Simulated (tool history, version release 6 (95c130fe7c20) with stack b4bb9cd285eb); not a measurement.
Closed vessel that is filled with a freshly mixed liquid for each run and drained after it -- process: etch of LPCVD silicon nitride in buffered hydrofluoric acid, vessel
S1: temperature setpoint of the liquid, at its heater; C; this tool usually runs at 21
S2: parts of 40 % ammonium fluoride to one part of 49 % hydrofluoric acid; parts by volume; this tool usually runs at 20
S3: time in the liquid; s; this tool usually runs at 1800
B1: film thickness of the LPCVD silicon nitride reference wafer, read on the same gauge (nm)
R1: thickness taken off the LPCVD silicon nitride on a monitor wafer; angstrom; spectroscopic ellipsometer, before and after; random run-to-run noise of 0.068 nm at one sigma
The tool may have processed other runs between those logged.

run     day    S1    S2    S3      B1     R1
  1       0    21    22  1800  109.98   88.5
  2   0.729    21    22  1800  110.01   87.9
  3   1.475    21    22  1800     110   88.6
  4   1.958    21    20  1800  110.03   96.9
  5   2.338    21    20  1800  110.02   97.8
  6   2.958    21    20  1800  110.03   96.5
  7   3.633    21    24  1800  110.01   82.6
  8   4.167    21    24  1800  110.01   83.6
  9   4.425  19.5    20  1800  110.01   90.1
 10    5.05    21    20  1800  109.99   97.6
 11   5.358    21    20  1800  109.96     97
      5.929  -- hydrofluoric acid flow meter replaced
 12   6.083    21    20  1800  110.03   89.2
 13   6.554    21    20  1800  109.98   89.4
 14   6.921    21    20  1800  110.03   88.2
 15   7.275  25.5    20  1350  109.96   85.5
 16   7.867  19.5  16.5  1800  110.01   98.5
      8.412  -- gauge calibrated
      8.458  -- thermometer replaced
 17   9.038    24    20   880  110.02     59
 18  10.071  22.5  14.5  1800     110  153.2
 19  10.354  19.5    17  2120  110.01  131.7
 20   10.75    18    20  1800  110.01   87.8
 21  11.354    21    20  1800  110.01  103.6
 22  11.683    21    24  1800  109.95   90.9
 23  11.979    21    18  2385  110.01  152.7
 24  12.358    26    20  2775  109.96    211
 25  12.996    21    20  1800  109.98  103.5
 26  13.304    21  27.5  1450  110.03   65.9
 27  14.033    21    20  1330  109.95     76
 28  14.396  19.5    20  1800  110.07     96

Branching from run 28: 5 alternative next runs. What would each branch give?
  A  14.442    21  20  1800   ?   ?
  B  14.442    17  20  1800   ?   ?
  C  14.442    21  20  2595   ?   ?
  D  14.442    17  24  1000   ?   ?
  E  14.442  22.5  20  1800   ?   ?

run      B1     R1
  A  110.01    104
  B  110.01   82.9
  C  110.01  149.9
  D  110.01   40.1
  E  110.01    113
With the hidden condition removed and each run's random variation left untouched, the same runs would have given:
run     R1
  A  101.1
  B   80.7
  C  145.8
  D   39.5
  E  109.9

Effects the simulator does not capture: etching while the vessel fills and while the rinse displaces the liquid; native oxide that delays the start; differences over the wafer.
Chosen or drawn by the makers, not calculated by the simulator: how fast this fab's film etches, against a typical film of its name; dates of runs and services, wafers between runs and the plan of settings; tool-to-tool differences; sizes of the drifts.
